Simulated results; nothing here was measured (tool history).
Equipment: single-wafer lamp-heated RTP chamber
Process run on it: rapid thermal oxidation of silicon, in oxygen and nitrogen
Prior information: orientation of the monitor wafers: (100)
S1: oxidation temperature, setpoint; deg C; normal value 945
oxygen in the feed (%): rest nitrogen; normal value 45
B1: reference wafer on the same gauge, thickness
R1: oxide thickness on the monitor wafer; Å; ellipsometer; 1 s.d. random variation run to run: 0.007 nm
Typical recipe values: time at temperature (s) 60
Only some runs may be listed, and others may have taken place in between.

Run 1, day 0: usual settings but S1 925 deg C; B1 3.03. Result: R1 28.7 Å.
Run 2, day 2.404: usual settings but S1 925 deg C; B1 3.029. Result: R1 28.78 Å.
Run 3, day 3.112: usual settings but oxygen in the feed (%) 23; B1 3.028. Result: R1 27.86 Å.
Run 4, day 4.062: usual settings but time at temperature (s) 66, oxygen in the feed (%) 67; B1 3.028. Result: R1 36.63 Å.
Run 5, day 5.429: usual settings but time at temperature (s) 66, oxygen in the feed (%) 67; B1 3.029. Result: R1 36.65 Å.
Run 6, day 6.754: usual settings but time at temperature (s) 66, oxygen in the feed (%) 67; B1 3.029. Result: R1 36.58 Å.
Run 7, day 7.962: usual settings but S1 962 deg C; B1 3.029. Result: R1 35.37 Å.
Run 8, day 9: usual settings; B1 3.032. Result: R1 31.93 Å.
Run 9, day 10.208: usual settings; B1 3.033. Result: R1 31.94 Å.
Run 10, day 11.242: usual settings; B1 3.031. Result: R1 31.91 Å.
Run 11, day 12.712: usual settings but S1 954 deg C; B1 3.032. Result: R1 33.67 Å.
Run 12, day 14.175: usual settings; B1 3.031. Result: R1 31.97 Å.
Run 13, day 15.104: usual settings but S1 927 deg C, time at temperature (s) 40, oxygen in the feed (%) 74; B1 3.03. Result: R1 28.71 Å.
At day 18.325: pyrometer window cleaned and pyrometer calibrated.
Run 14, day 18.838: usual settings but S1 932 deg C, oxygen in the feed (%) 66; B1 3.032. Result: R1 31.84 Å.
Run 15, day 19.471: usual settings; B1 3.027. Result: R1 31.44 Å.
Run 16, day 20.046: usual settings but time at temperature (s) 83; B1 3.03. Result: R1 35.33 Å.
At day 20.929: gauge calibrated.
Run 17, day 21.467: usual settings but S1 919 deg C; B1 3.027. Result: R1 27.7 Å.
At day 21.971: oxygen flow controller replaced.
Run 18, day 21.988: usual settings; B1 3.031. Result: R1 31.42 Å.
Run 19, day 25.25: usual settings but time at temperature (s) 45, oxygen in the feed (%) 18; B1 3.029. Result: R1 24.99 Å.
Run 20, day 28.125: usual settings but S1 925 deg C; B1 3.03. Result: R1 28.7 Å.
Run 21, day 29.533: usual settings but S1 957 deg C, time at temperature (s) 89; B1 3.029. Result: R1 39.46 Å.
Run 22, day 30.958: usual settings but S1 932 deg C, time at temperature (s) 83, oxygen in the feed (%) 53; B1 3.032. Result: R1 34.54 Å.

Branching from run 22: 3 alternative next runs. What would each branch give?
Run A, day 30.975: usual settings but time at temperature (s) 69; B1 ?. Result: R1 ?.
Run B, day 30.975: usual settings but S1 920 deg C, time at temperature (s) 75, oxygen in the feed (%) 29; B1 ?. Result: R1 ?.
Run C, day 30.975: usual settings but S1 935 deg C, time at temperature (s) 79, oxygen in the feed (%) 59; B1 ?. Result: R1 ?.

run     B1     R1
  A  3.028  33.41
  B  3.028  27.68
  C  3.028  35.41
With no hidden state in the tool, these same runs would have given:
run     R1
  A  32.71
  B  27.29
  C  34.61
